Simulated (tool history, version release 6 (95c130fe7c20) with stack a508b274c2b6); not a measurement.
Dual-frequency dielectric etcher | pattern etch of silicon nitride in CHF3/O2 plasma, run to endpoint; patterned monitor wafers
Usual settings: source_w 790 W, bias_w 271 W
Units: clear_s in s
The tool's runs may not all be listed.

run	day	source_w	bias_w	wafers since the last listed run	hours since the last wet clean	hours since the last source power generator calibration	hours since the last bias power generator calibration	hours since the last upper electrode change	incoming incoming film thickness, nm	clear_s
1	0	790	271	0	198.3	5121.3	1789.1	4515.8	52.8	28.1
2	1.538	790	271	286	235.2	5158.2	1826	4552.7	52.6	28
3	3.875	790	271	436	291.3	5214.3	1882.1	4608.8	53.2	28.3
4	6.833	790	271	551	362.3	5285.3	1953.1	4679.8	53	28.1
5	8.262	790	271	266	396.6	5319.6	1987.4	4714.1	52.8	27.9
6	10.071	790	271	337	440	5363	2030.8	4757.5	53.1	28.1
7	11.917	790	271	344	484.3	5407.3	2075.1	4801.8	53.4	28
# day 14.217: wet clean of the chamber
8	14.458	790	271	287	5.8	5468.3	2136.1	4862.8	52.9	28.7
# day 15.304: source power generator calibrated
9	17.092	790	217	460	69	42.9	2199.3	4926	53	31.3
10	19.354	790	217	422	123.3	97.2	2253.6	4980.3	52.8	30.9
11	20.508	790	217	215	151	124.9	2281.3	5008	53.2	31.2
# day 20.938: bias power generator calibrated
12	22.675	790	271	373	203	176.9	41.7	5060	53.5	28.1
13	24.162	890	210	277	238.7	212.6	77.4	5095.7	53.2	29.6
14	26.854	940	325	502	303.3	277.2	142	5160.3	53.2	24.7
15	27.938	790	271	202	329.3	303.2	168	5186.3	53.1	27.7
16	30.858	640	301	544	399.4	373.3	238.1	5256.4	53	28
17	32.062	850	219	224	428.3	402.2	267	5285.3	52.8	29.1
18	33.208	790	295	213	455.8	429.7	294.5	5312.8	53.4	27
19	34.571	600	300	254	488.5	462.4	327.2	5345.5	53.6	28.7
# day 37.583: wet clean of the chamber
20	37.604	720	221	379	0.5	535.2	400	5418.3	52.5	30.9
21	38.038	720	271	80	10.9	545.6	410.4	5428.7	52.9	29.1
22	39.733	850	210	316	51.6	586.3	451.1	5469.4	52.6	30
23	40.95	880	317	227	80.8	615.5	480.3	5498.6	53	25.6
24	42.058	890	317	206	107.4	642.1	506.9	5525.2	53.3	25.6
25	45.429	790	271	628	188.3	723	587.8	5606.1	53.5	28
# day 47.462: upper electrode replaced
26	47.679	790	271	233	242.3	777	641.8	5.2	52.8	27.8
27	48.704	660	251	191	266.9	801.6	666.4	29.8	53.3	30.2
28	50.721	940	325	376	315.3	850	714.8	78.2	52.8	24.7
29	52.371	640	302	307	354.9	889.6	754.4	117.8	52.7	28.2
30	53.504	860	235	211	382.1	916.8	781.6	145	53.8	29
31	55.362	850	210	346	426.7	961.4	826.2	189.6	52.8	29.8
# day 57.058: wet clean of the chamber
32	58.108	860	271	325	25.2	1027.3	892.1	255.5	52.5	27.3
33	60.475	790	271	441	82	1084.1	948.9	312.3	53.7	28.4
34	62.425	950	290	363	128.8	1130.9	995.7	359.1	53.2	26.1
35	64.579	650	206	401	180.5	1182.6	1047.4	410.8	53.6	33.1

4 ways to go on from here, each from the tool as it stands after run 35. What would each give?
A	64.596	990	271	3	180.9	1183	1047.8	411.2	53.1	?
B	64.596	950	313	3	180.9	1183	1047.8	411.2	53.1	?
C	64.596	610	242	3	180.9	1183	1047.8	411.2	53.1	?
D	64.596	860	314	3	180.9	1183	1047.8	411.2	53.1	?

run	clear_s
A	26.3
B	25.2
C	31.4
D	25.9
Without the tool's hidden state the same runs would have given:
run	clear_s
A	26.6
B	25.4
C	31.7
D	26.1
